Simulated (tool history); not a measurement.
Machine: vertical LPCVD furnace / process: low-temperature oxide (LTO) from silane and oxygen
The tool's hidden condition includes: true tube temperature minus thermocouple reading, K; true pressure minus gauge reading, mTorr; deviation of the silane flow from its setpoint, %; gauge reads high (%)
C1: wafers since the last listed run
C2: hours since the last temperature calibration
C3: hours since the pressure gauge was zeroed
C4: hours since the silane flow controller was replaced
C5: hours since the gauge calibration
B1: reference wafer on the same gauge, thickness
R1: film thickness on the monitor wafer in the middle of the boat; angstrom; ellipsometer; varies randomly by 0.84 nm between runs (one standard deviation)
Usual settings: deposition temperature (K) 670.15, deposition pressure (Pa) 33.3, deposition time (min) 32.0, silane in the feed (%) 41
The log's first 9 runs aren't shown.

{"run": 10, "hour": 254.8, "deposition temperature (K)": 670.15, "deposition pressure (Pa)": 33.3, "deposition time (min)": 32.0, "silane in the feed (%)": 41, "C1": 506, "C2": 3136.7, "C3": 3011.0, "C4": 2729.4, "C5": 691.2, "B1": 285.84, "R1": 3295.7}
{"run": 11, "hour": 271.0, "deposition temperature (K)": 670.15, "deposition pressure (Pa)": 33.3, "deposition time (min)": 32.0, "silane in the feed (%)": 41, "C1": 235, "C2": 3152.9, "C3": 3027.2, "C4": 2745.6, "C5": 707.4, "B1": 286.03, "R1": 3311.2}
{"run": 12, "hour": 305.5, "deposition temperature (K)": 670.15, "deposition pressure (Pa)": 33.3, "deposition time (min)": 32.0, "silane in the feed (%)": 41, "C1": 501, "C2": 3187.4, "C3": 3061.7, "C4": 2780.1, "C5": 741.9, "B1": 285.97, "R1": 3307.6}
{"run": 13, "hour": 328.9, "deposition temperature (K)": 662.15, "deposition pressure (Pa)": 33.3, "deposition time (min)": 32.0, "silane in the feed (%)": 48, "C1": 340, "C2": 3210.8, "C3": 3085.1, "C4": 2803.5, "C5": 765.3, "B1": 285.88, "R1": 3559.1}
{"run": 14, "hour": 363.1, "deposition temperature (K)": 670.15, "deposition pressure (Pa)": 40.0, "deposition time (min)": 32.0, "silane in the feed (%)": 35, "C1": 497, "C2": 3245.0, "C3": 3119.3, "C4": 2837.7, "C5": 799.5, "B1": 286.18, "R1": 3251.9}
{"hour": 391.3, "done": "silane flow controller replaced"}
{"run": 15, "hour": 391.8, "deposition temperature (K)": 670.15, "deposition pressure (Pa)": 25.3, "deposition time (min)": 32.0, "silane in the feed (%)": 41, "C1": 68, "C2": 3273.7, "C3": 3148.0, "C4": 0.5, "C5": 828.2, "B1": 285.84, "R1": 2457.5}
{"run": 16, "hour": 422.5, "deposition temperature (K)": 670.15, "deposition pressure (Pa)": 38.7, "deposition time (min)": 32.0, "silane in the feed (%)": 41, "C1": 446, "C2": 3304.4, "C3": 3178.7, "C4": 31.2, "C5": 858.9, "B1": 286.16, "R1": 3729.5}
{"run": 17, "hour": 514.1, "deposition temperature (K)": 670.15, "deposition pressure (Pa)": 33.3, "deposition time (min)": 25.0, "silane in the feed (%)": 41, "C1": 1332, "C2": 3396.0, "C3": 3270.3, "C4": 122.8, "C5": 950.5, "B1": 286.05, "R1": 2520.5}
{"run": 18, "hour": 536.6, "deposition temperature (K)": 670.15, "deposition pressure (Pa)": 33.3, "deposition time (min)": 32.0, "silane in the feed (%)": 41, "C1": 327, "C2": 3418.5, "C3": 3292.8, "C4": 145.3, "C5": 973.0, "B1": 285.93, "R1": 3230.7}
{"run": 19, "hour": 560.5, "deposition temperature (K)": 679.15, "deposition pressure (Pa)": 33.3, "deposition time (min)": 32.0, "silane in the feed (%)": 35, "C1": 347, "C2": 3442.4, "C3": 3316.7, "C4": 169.2, "C5": 996.9, "B1": 285.75, "R1": 2925.5}
{"hour": 629.3, "done": "pressure gauge zeroed"}
{"hour": 673.8, "done": "gauge calibrated"}
{"hour": 681.3, "done": "thermocouples replaced and temperature profile calibrated"}
{"run": 20, "hour": 681.8, "deposition temperature (K)": 674.15, "deposition pressure (Pa)": 33.3, "deposition time (min)": 32.0, "silane in the feed (%)": 41, "C1": 1066, "C2": 0.5, "C3": 52.5, "C4": 290.5, "C5": 8.0, "B1": 285.97, "R1": 3374.5}
{"run": 21, "hour": 687.0, "deposition temperature (K)": 670.15, "deposition pressure (Pa)": 33.3, "deposition time (min)": 32.0, "silane in the feed (%)": 41, "C1": 75, "C2": 5.7, "C3": 57.7, "C4": 295.7, "C5": 13.2, "B1": 285.74, "R1": 3240.1}
{"run": 22, "hour": 692.2, "deposition temperature (K)": 670.15, "deposition pressure (Pa)": 33.3, "deposition time (min)": 32.0, "silane in the feed (%)": 41, "C1": 75, "C2": 10.9, "C3": 62.9, "C4": 300.9, "C5": 18.4, "B1": 286.14, "R1": 3237.3}
{"run": 23, "hour": 711.1, "deposition temperature (K)": 670.15, "deposition pressure (Pa)": 33.3, "deposition time (min)": 32.0, "silane in the feed (%)": 41, "C1": 274, "C2": 29.8, "C3": 81.8, "C4": 319.8, "C5": 37.3, "B1": 285.9, "R1": 3230.4}
{"run": 24, "hour": 734.9, "deposition temperature (K)": 660.15, "deposition pressure (Pa)": 33.3, "deposition time (min)": 32.0, "silane in the feed (%)": 34, "C1": 346, "C2": 53.6, "C3": 105.6, "C4": 343.6, "C5": 61.1, "B1": 285.91, "R1": 2259.1}
{"run": 25, "hour": 764.9, "deposition temperature (K)": 670.15, "deposition pressure (Pa)": 33.3, "deposition time (min)": 38.5, "silane in the feed (%)": 39, "C1": 436, "C2": 83.6, "C3": 135.6, "C4": 373.6, "C5": 91.1, "B1": 286.35, "R1": 3663.5}
{"run": 26, "hour": 785.7, "deposition temperature (K)": 670.15, "deposition pressure (Pa)": 33.3, "deposition time (min)": 32.0, "silane in the feed (%)": 41, "C1": 302, "C2": 104.4, "C3": 156.4, "C4": 394.4, "C5": 111.9, "B1": 286.07, "R1": 3224.2}
{"run": 27, "hour": 820.2, "deposition temperature (K)": 675.15, "deposition pressure (Pa)": 33.3, "deposition time (min)": 32.0, "silane in the feed (%)": 41, "C1": 501, "C2": 138.9, "C3": 190.9, "C4": 428.9, "C5": 146.4, "B1": 286.18, "R1": 3431.3}
{"run": 28, "hour": 842.4, "deposition temperature (K)": 677.15, "deposition pressure (Pa)": 26.0, "deposition time (min)": 38.5, "silane in the feed (%)": 41, "C1": 322, "C2": 161.1, "C3": 213.1, "C4": 451.1, "C5": 168.6, "B1": 286.0, "R1": 3295.3}
{"run": 29, "hour": 909.6, "deposition temperature (K)": 670.15, "deposition pressure (Pa)": 33.3, "deposition time (min)": 32.0, "silane in the feed (%)": 41, "C1": 977, "C2": 228.3, "C3": 280.3, "C4": 518.3, "C5": 235.8, "B1": 286.11, "R1": 3258.5}
{"run": 30, "hour": 931.3, "deposition temperature (K)": 670.15, "deposition pressure (Pa)": 33.3, "deposition time (min)": 32.0, "silane in the feed (%)": 41, "C1": 315, "C2": 250.0, "C3": 302.0, "C4": 540.0, "C5": 257.5, "B1": 286.31, "R1": 3236.0}

Each row is a separate what-if for the run after 30, all from the same tool condition, not one after another. Results?
{"run": "A", "hour": 936.6, "deposition temperature (K)": 670.15, "deposition pressure (Pa)": 33.3, "deposition time (min)": 32.0, "silane in the feed (%)": 41, "C1": 77, "C2": 255.3, "C3": 307.3, "C4": 545.3, "C5": 262.8, "B1": "?", "R1": "?"}
{"run": "B", "hour": 936.6, "deposition temperature (K)": 676.15, "deposition pressure (Pa)": 38.0, "deposition time (min)": 32.0, "silane in the feed (%)": 41, "C1": 77, "C2": 255.3, "C3": 307.3, "C4": 545.3, "C5": 262.8, "B1": "?", "R1": "?"}
{"run": "C", "hour": 936.6, "deposition temperature (K)": 675.15, "deposition pressure (Pa)": 33.3, "deposition time (min)": 38.0, "silane in the feed (%)": 45, "C1": 77, "C2": 255.3, "C3": 307.3, "C4": 545.3, "C5": 262.8, "B1": "?", "R1": "?"}
{"run": "D", "hour": 936.6, "deposition temperature (K)": 670.15, "deposition pressure (Pa)": 33.3, "deposition time (min)": 32.0, "silane in the feed (%)": 44, "C1": 77, "C2": 255.3, "C3": 307.3, "C4": 545.3, "C5": 262.8, "B1": "?", "R1": "?"}
{"run": "E", "hour": 936.6, "deposition temperature (K)": 670.15, "deposition pressure (Pa)": 35.3, "deposition time (min)": 36.0, "silane in the feed (%)": 41, "C1": 77, "C2": 255.3, "C3": 307.3, "C4": 545.3, "C5": 262.8, "B1": "?", "R1": "?"}

run=A B1=285.93 R1=3229.7
run=B B1=285.93 R1=3931.5
run=C B1=285.93 R1=4479.2
run=D B1=285.93 R1=3494.0
run=E B1=285.93 R1=3851.5
With no hidden state in the tool, these same runs would have given:
run=A R1=3217.5
run=B R1=3916.9
run=C R1=4465.5
run=D R1=3482.6
run=E R1=3836.9
